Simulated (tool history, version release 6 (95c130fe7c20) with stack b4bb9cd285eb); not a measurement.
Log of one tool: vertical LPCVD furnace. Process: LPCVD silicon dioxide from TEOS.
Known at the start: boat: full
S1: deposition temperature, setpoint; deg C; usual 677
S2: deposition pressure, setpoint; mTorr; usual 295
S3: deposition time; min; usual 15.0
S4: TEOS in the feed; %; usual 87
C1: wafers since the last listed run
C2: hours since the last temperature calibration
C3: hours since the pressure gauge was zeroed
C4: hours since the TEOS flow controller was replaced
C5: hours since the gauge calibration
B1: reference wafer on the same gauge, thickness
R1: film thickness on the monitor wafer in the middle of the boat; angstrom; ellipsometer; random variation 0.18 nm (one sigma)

| run | hour | S1 | S2 | S3 | S4 | C1 | C2 | C3 | C4 | C5 | B1 | R1 |
|---|---|---|---|---|---|---|---|---|---|---|---|---|
| 1 | 0.0 | 677 | 295 | 15.0 | 87 | 0 | 938.7 | 1625.8 | 6197.8 | 80.9 | 62.97 | 685.3 |
| 2 | 103.5 | 677 | 355 | 15.0 | 87 | 3011 | 1042.2 | 1729.3 | 6301.3 | 184.4 | 62.97 | 751.7 |
| 3 | 202.3 | 677 | 295 | 15.0 | 87 | 2874 | 1141.0 | 1828.1 | 6400.1 | 283.2 | 62.97 | 685.8 |
| 4 | 248.6 | 677 | 295 | 15.0 | 87 | 1347 | 1187.3 | 1874.4 | 6446.4 | 329.5 | 63.00 | 685.0 |
| 5 | 330.1 | 677 | 295 | 15.0 | 87 | 2371 | 1268.8 | 1955.9 | 6527.9 | 411.0 | 63.04 | 688.9 |
| 6 | 434.6 | 677 | 295 | 17.5 | 87 | 3040 | 1373.3 | 2060.4 | 6632.4 | 515.5 | 63.09 | 800.6 |
| 7 | 486.6 | 677 | 295 | 15.0 | 75 | 1512 | 1425.3 | 2112.4 | 6684.4 | 567.5 | 62.98 | 636.3 |
| 8 | 585.1 | 677 | 295 | 15.0 | 75 | 2865 | 1523.8 | 2210.9 | 6782.9 | 666.0 | 62.95 | 643.9 |
|  | 695.6 | thermocouples replaced and temperature profile calibrated |
|  | 711.0 | pressure gauge zeroed |
| 9 | 711.5 | 677 | 295 | 15.0 | 75 | 2529 | 15.9 | 0.5 | 6909.3 | 792.4 | 63.08 | 632.9 |
| 10 | 775.5 | 677 | 260 | 15.0 | 87 | 1861 | 79.9 | 64.5 | 6973.3 | 856.4 | 62.99 | 637.3 |
| 11 | 818.3 | 677 | 295 | 15.0 | 87 | 1245 | 122.7 | 107.3 | 7016.1 | 899.2 | 63.05 | 680.1 |
| 12 | 884.9 | 677 | 265 | 9.5 | 96 | 1937 | 189.3 | 173.9 | 7082.7 | 965.8 | 62.95 | 431.3 |
|  | 919.0 | TEOS flow controller replaced |
| 13 | 924.5 | 677 | 295 | 15.0 | 94 | 453 | 228.9 | 213.5 | 5.5 | 1005.4 | 62.99 | 707.2 |
|  | 949.0 | gauge calibrated |
| 14 | 975.7 | 677 | 245 | 9.5 | 87 | 1489 | 280.1 | 264.7 | 56.7 | 26.7 | 63.04 | 391.7 |

The next listed run, before its measurement:
| 15 | 1059.0 | 677 | 295 | 15.0 | 87 | 2423 | 363.4 | 348.0 | 140.0 | 110.0 | ? | ? |

Run 15 gave B1 62.93, R1 683.8 angstrom.
Without the tool's hidden state the same run would have given R1 681.1 angstrom.

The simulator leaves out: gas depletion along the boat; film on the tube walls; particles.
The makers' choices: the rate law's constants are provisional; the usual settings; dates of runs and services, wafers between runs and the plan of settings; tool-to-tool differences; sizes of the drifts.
